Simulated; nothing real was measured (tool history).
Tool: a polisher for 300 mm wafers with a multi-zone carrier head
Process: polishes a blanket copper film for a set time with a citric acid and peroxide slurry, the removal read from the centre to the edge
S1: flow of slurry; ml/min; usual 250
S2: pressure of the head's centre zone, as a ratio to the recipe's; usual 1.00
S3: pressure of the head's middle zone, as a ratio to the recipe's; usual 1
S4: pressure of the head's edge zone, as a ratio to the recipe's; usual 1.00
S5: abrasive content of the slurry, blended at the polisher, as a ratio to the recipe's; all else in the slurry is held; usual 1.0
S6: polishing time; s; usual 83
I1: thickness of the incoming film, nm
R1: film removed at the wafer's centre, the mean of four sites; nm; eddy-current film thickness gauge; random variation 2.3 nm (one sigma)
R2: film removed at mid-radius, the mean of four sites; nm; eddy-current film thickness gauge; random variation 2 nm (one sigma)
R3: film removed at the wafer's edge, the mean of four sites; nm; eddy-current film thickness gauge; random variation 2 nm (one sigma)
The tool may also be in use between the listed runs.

run,day,S1,S2,S3,S4,S5,S6,I1,R1,R2,R3
1,0.000,250,0.95,1,1.00,1.0,83,911.6,149.6,171.1,167.0
# day 0.188: centre zone pressure recalibrated
2,3.262,250,0.95,1,1.00,1.0,83,928.9,152.3,165.6,160.3
# day 8.329: worn pad replaced by a new one
# day 9.642: carrier head's membrane replaced by a new one
# day 11.233: slurry nozzle cleaned
3,14.479,250,1.00,1,1.00,1.0,83,924.9,158.7,173.8,167.3
4,18.729,250,1.00,1,1.00,1.0,83,919.9,155.0,167.5,163.7
5,22.200,250,1.00,1,1.00,1.0,83,906.3,148.7,157.2,156.8
# day 24.833: worn pad replaced by a new one
6,26.567,250,1.00,1,1.00,1.0,95,929.7,184.7,196.3,199.5
# day 28.196: edge zone pressure recalibrated
7,29.517,250,1.00,1,1.00,1.0,95,920.6,190.5,194.2,193.6
# day 34.029: slurry nozzle cleaned
8,37.075,250,1.00,1,1.00,1.0,95,923.4,174.6,190.2,185.6
9,41.483,250,1.00,1,1.00,1.1,63,909.3,113.7,119.1,118.0
# day 41.875: worn pad replaced by a new one
10,45.746,280,1.05,1,1.00,1.0,83,922.3,174.9,175.9,172.4
11,48.388,280,1.00,1,0.91,0.9,108,928.5,206.2,215.3,210.4
12,50.675,175,1.00,1,1.00,1.2,83,936.2,161.8,169.1,169.1

Run 13 comes next. What will it give?
# day 50.762: centre zone pressure recalibrated
13,52.808,250,1.00,1,1.00,1.0,83,920.7,?,?,?

{"run 13": {"R1": 155.2, "R2": 166.4, "R3": 164.2}}
Without the tool's hidden state the same run would have given R1 166.5 nm, R2 178.5 nm, R3 176.1 nm.
